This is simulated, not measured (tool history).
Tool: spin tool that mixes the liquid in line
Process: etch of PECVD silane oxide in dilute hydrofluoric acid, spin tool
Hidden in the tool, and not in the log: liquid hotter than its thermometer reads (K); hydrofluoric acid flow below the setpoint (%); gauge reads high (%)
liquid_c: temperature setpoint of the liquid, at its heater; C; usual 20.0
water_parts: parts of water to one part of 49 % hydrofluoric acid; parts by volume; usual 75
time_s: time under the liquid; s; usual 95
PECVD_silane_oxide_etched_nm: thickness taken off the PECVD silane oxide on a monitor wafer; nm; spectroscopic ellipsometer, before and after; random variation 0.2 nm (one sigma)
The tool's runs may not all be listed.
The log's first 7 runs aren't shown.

run,hour,liquid_c,water_parts,time_s,wafers since the last listed run,hours since the thermometer was replaced,hours since the hydrofluoric acid flow meter was replaced,hours since the gauge calibration,"read-back film thickness of the PECVD silane oxide reference wafer, read on the same gauge (nm)",PECVD_silane_oxide_etched_nm
8,87.2,17.5,55,95,159,2114.6,25.5,19.8,40.00,24.92
9,94.9,17.5,55,95,89,2122.3,33.2,27.5,40.00,25.04
10,103.5,20.0,45,75,99,2130.9,41.8,36.1,40.01,27.94
11,119.5,20.0,45,75,185,2146.9,57.8,52.1,40.00,27.71
12,127.9,20.0,45,75,97,2155.3,66.2,60.5,39.99,27.55
13,142.7,20.0,75,95,171,2170.1,81.0,75.3,39.99,19.93
14,151.7,20.0,75,95,104,2179.1,90.0,84.3,40.01,19.61
15,163.2,17.5,55,95,133,2190.6,101.5,95.8,40.00,25.12
16,169.3,20.0,75,95,70,2196.7,107.6,101.9,39.99,19.94
17,181.7,18.5,85,50,143,2209.1,120.0,114.3,40.00,8.41
18,187.8,20.0,110,120,70,2215.2,126.1,120.4,40.03,16.59
19,201.6,20.0,75,150,159,2229.0,139.9,134.2,40.01,31.78
20,213.9,23.0,50,125,142,2241.3,152.2,146.5,40.00,45.67
# hour 215.0: thermometer replaced
21,225.3,17.5,55,95,120,10.3,163.6,157.9,39.98,24.73
22,243.2,20.0,75,75,207,28.2,181.5,175.8,40.00,15.35
23,250.8,20.0,75,95,88,35.8,189.1,183.4,40.00,20.04
24,259.6,18.5,50,55,101,44.6,197.9,192.2,39.98,16.89
25,274.0,24.5,95,95,166,59.0,212.3,206.6,40.00,18.07
26,285.7,20.0,75,140,135,70.7,224.0,218.3,39.98,29.34
27,298.3,20.0,110,95,145,83.3,236.6,230.9,39.99,13.09
28,312.5,23.0,75,95,164,97.5,250.8,245.1,39.98,22.47
29,325.5,20.0,75,95,150,110.5,263.8,258.1,40.02,19.48
30,335.8,20.0,95,60,119,120.8,274.1,268.4,40.01,9.74

The next listed run, before its measurement:
31,345.7,17.0,75,95,114,130.7,284.0,278.3,?,?

{"run 31": {"read-back film thickness of the PECVD silane oxide reference wafer, read on the same gauge (nm)": 40.01, "PECVD_silane_oxide_etched_nm": 17.09}}
Without the tool's hidden state the same run would have given PECVD_silane_oxide_etched_nm 17.69 nm.
